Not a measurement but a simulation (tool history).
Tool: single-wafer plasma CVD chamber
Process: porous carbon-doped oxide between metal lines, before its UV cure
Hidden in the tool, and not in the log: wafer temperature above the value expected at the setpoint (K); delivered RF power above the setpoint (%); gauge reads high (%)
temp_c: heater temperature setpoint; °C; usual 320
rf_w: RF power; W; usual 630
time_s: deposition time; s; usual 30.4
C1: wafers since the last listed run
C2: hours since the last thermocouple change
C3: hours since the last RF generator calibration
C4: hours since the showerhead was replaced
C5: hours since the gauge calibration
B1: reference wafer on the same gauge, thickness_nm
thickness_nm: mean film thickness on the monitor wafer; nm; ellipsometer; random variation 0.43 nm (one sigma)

Run 1, hour 0: usual settings; C1 0; C2 537.3; C3 1897.3; C4 1936.2; C5 559.8; B1 173.017. Result: thickness_nm 167.719 nm.
Run 2, hour 69.4: usual settings; C1 2364; C2 606.7; C3 1966.7; C4 2005.6; C5 629.2; B1 173.092. Result: thickness_nm 166.933 nm.
Run 3, hour 114: usual settings; C1 1519; C2 651.3; C3 2011.3; C4 2050.2; C5 673.8; B1 173.211. Result: thickness_nm 168.361 nm.
Run 4, hour 155.7: usual settings but rf_w 695 W; C1 1420; C2 693; C3 2053; C4 2091.9; C5 715.5; B1 172.897. Result: thickness_nm 176.926 nm.
Run 5, hour 203: usual settings but rf_w 695 W; C1 1611; C2 740.3; C3 2100.3; C4 2139.2; C5 762.8; B1 172.856. Result: thickness_nm 177.011 nm.
Run 6, hour 229: usual settings but rf_w 680 W; C1 885; C2 766.3; C3 2126.3; C4 2165.2; C5 788.8; B1 172.962. Result: thickness_nm 174.61 nm.
Run 7, hour 258.4: usual settings but rf_w 680 W; C1 1001; C2 795.7; C3 2155.7; C4 2194.6; C5 818.2; B1 172.822. Result: thickness_nm 174.303 nm.
Run 8, hour 307.2: usual settings but rf_w 680 W; C1 1662; C2 844.5; C3 2204.5; C4 2243.4; C5 867; B1 172.877. Result: thickness_nm 174.177 nm.
Run 9, hour 368.3: usual settings; C1 2081; C2 905.6; C3 2265.6; C4 2304.5; C5 928.1; B1 173.021. Result: thickness_nm 167.012 nm.
At hour 390.7: RF generator calibrated.
Run 10, hour 411.7: usual settings but time_s 28.9 s; C1 1206; C2 949; C3 21; C4 2347.9; C5 971.5; B1 172.95. Result: thickness_nm 160.208 nm.
Run 11, hour 436.5: usual settings but time_s 28.9 s; C1 844; C2 973.8; C3 45.8; C4 2372.7; C5 996.3; B1 172.943. Result: thickness_nm 159.487 nm.
Run 12, hour 488.3: usual settings but rf_w 535 W, time_s 28.3 s; C1 1764; C2 1025.6; C3 97.6; C4 2424.5; C5 1048.1; B1 172.953. Result: thickness_nm 142.881 nm.
Run 13, hour 529.9: usual settings but rf_w 535 W, time_s 28.3 s; C1 1417; C2 1067.2; C3 139.2; C4 2466.1; C5 1089.7; B1 173.33. Result: thickness_nm 142.477 nm.
Run 14, hour 564.2: usual settings but rf_w 535 W, time_s 28.3 s; C1 1168; C2 1101.5; C3 173.5; C4 2500.4; C5 1124; B1 172.74. Result: thickness_nm 142.951 nm.
Run 15, hour 618.4: usual settings; C1 1846; C2 1155.7; C3 227.7; C4 2554.6; C5 1178.2; B1 172.895. Result: thickness_nm 167.236 nm.
Run 16, hour 681.3: usual settings; C1 2143; C2 1218.6; C3 290.6; C4 2617.5; C5 1241.1; B1 172.892. Result: thickness_nm 167.231 nm.
Run 17, hour 787.5: usual settings but time_s 34.7 s; C1 3618; C2 1324.8; C3 396.8; C4 2723.7; C5 1347.3; B1 173.164. Result: thickness_nm 189.202 nm.
At hour 812.9: showerhead replaced.
Run 18, hour 818.7: usual settings but rf_w 550 W; C1 790; C2 1356; C3 428; C4 5.8; C5 1378.5; B1 173.057. Result: thickness_nm 155.364 nm.
Run 19, hour 878.2: usual settings but temp_c 313 °C, time_s 26.9 s; C1 2027; C2 1415.5; C3 487.5; C4 65.3; C5 1438; B1 173.081. Result: thickness_nm 154.679 nm.
At hour 906.6: thermocouple changed; heater temperature recalibrated.
Run 20, hour 907.1: usual settings but temp_c 326 °C, rf_w 555 W; C1 712; C2 0.5; C3 516.4; C4 94.2; C5 1466.9; B1 172.984. Result: thickness_nm 151.475 nm.
Run 21, hour 957.5: usual settings but temp_c 315 °C, rf_w 735 W, time_s 32.6 s; C1 1717; C2 50.9; C3 566.8; C4 144.6; C5 1517.3; B1 173.019. Result: thickness_nm 200.28 nm.
Run 22, hour 1002.3: usual settings but rf_w 665 W; C1 1526; C2 95.7; C3 611.6; C4 189.4; C5 1562.1; B1 173.025. Result: thickness_nm 172.405 nm.
Run 23, hour 1052.6: usual settings; C1 1713; C2 146; C3 661.9; C4 239.7; C5 1612.4; B1 172.851. Result: thickness_nm 168.049 nm.
Run 24, hour 1110.5: usual settings but temp_c 315 °C, rf_w 515 W, time_s 33.5 s; C1 1972; C2 203.9; C3 719.8; C4 297.6; C5 1670.3; B1 172.719. Result: thickness_nm 169.684 nm.
Run 25, hour 1180.2: usual settings but temp_c 331 °C, time_s 34 s; C1 2374; C2 273.6; C3 789.5; C4 367.3; C5 1740; B1 172.868. Result: thickness_nm 175.451 nm.
Run 26, hour 1241.9: usual settings but temp_c 311 °C, rf_w 735 W, time_s 32.3 s; C1 2102; C2 335.3; C3 851.2; C4 429; C5 1801.7; B1 172.97. Result: thickness_nm 203.987 nm.
At hour 1250.7: gauge calibrated.
Run 27, hour 1300.3: usual settings but temp_c 324 °C, rf_w 550 W, time_s 25.6 s; C1 1989; C2 393.7; C3 909.6; C4 487.4; C5 49.6; B1 173.135. Result: thickness_nm 128.544 nm.

The next listed run, before its measurement:
Run 28, hour 1342: usual settings but time_s 27.5 s; C1 1420; C2 435.4; C3 951.3; C4 529.1; C5 91.3; B1 ?. Result: thickness_nm ?.

{"run 28": {"B1": 173.23, "thickness_nm": 152.202}}
Without the tool's hidden state the same run would have given thickness_nm 152.202 nm.
